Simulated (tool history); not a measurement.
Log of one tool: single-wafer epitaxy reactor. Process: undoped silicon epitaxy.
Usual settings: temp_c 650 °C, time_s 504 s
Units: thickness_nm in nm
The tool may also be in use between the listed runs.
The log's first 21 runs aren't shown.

run     day  temp_c  time_s  read-back reference wafer on the same gauge, thickness_nm  thickness_nm
 22  46.375     661     504                                                     85.955       107.233
 23  48.346     650     504                                                     85.637        82.094
     50.546  -- gauge calibrated
 24  51.283     650     504                                                     85.622        81.517
 25  53.521     650     595                                                      85.67        97.505
 26  56.146     650     504                                                     85.683        81.794
 27  58.479     645     417                                                     85.883        60.356
 28  60.758     644     591                                                     85.863         83.64
 29  63.358     650     425                                                      85.77        69.355
 30    65.4     639     457                                                     85.782         57.16
 31  66.588     650     598                                                     85.848        99.252
      67.95  -- pyrometer calibrated
 32  68.246     637     591                                                     85.904        68.556
 33  70.692     639     430                                                     85.738        52.648
 34  72.958     655     581                                                     85.917       105.945
 35  74.546     661     603                                                     85.592       125.871
 36  76.654     654     603                                                     85.824       107.313
 37  78.029     657     544                                                     85.978       104.249
 38  79.358     635     548                                                     85.771        60.562
 39  80.392     650     604                                                     85.811        97.556
 40  82.575     664     562                                                     85.821        127.91
 41  84.962     660     586                                                     85.877       121.663
 42  87.417     662     542                                                     85.847       117.983
 43  90.167     650     475                                                     85.745        77.818

Forecast each of these 5 alternatives for the next run:
  A  90.188     654     504                                                          ?             ?
  B  90.188     646     600                                                          ?             ?
  C  90.188     645     602                                                          ?             ?
  D  90.188     650     452                                                          ?             ?
  E  90.188     655     443                                                          ?             ?

run  read-back reference wafer on the same gauge, thickness_nm  thickness_nm
  A                                                     85.662        90.671
  B                                                     85.662        88.515
  C                                                     85.662         86.61
  D                                                     85.662        73.672
  E                                                     85.662        81.676
Without the tool's hidden state the same runs would have given:
run  thickness_nm
  A        89.383
  B        87.232
  C        85.352
  D        72.615
  E        80.518
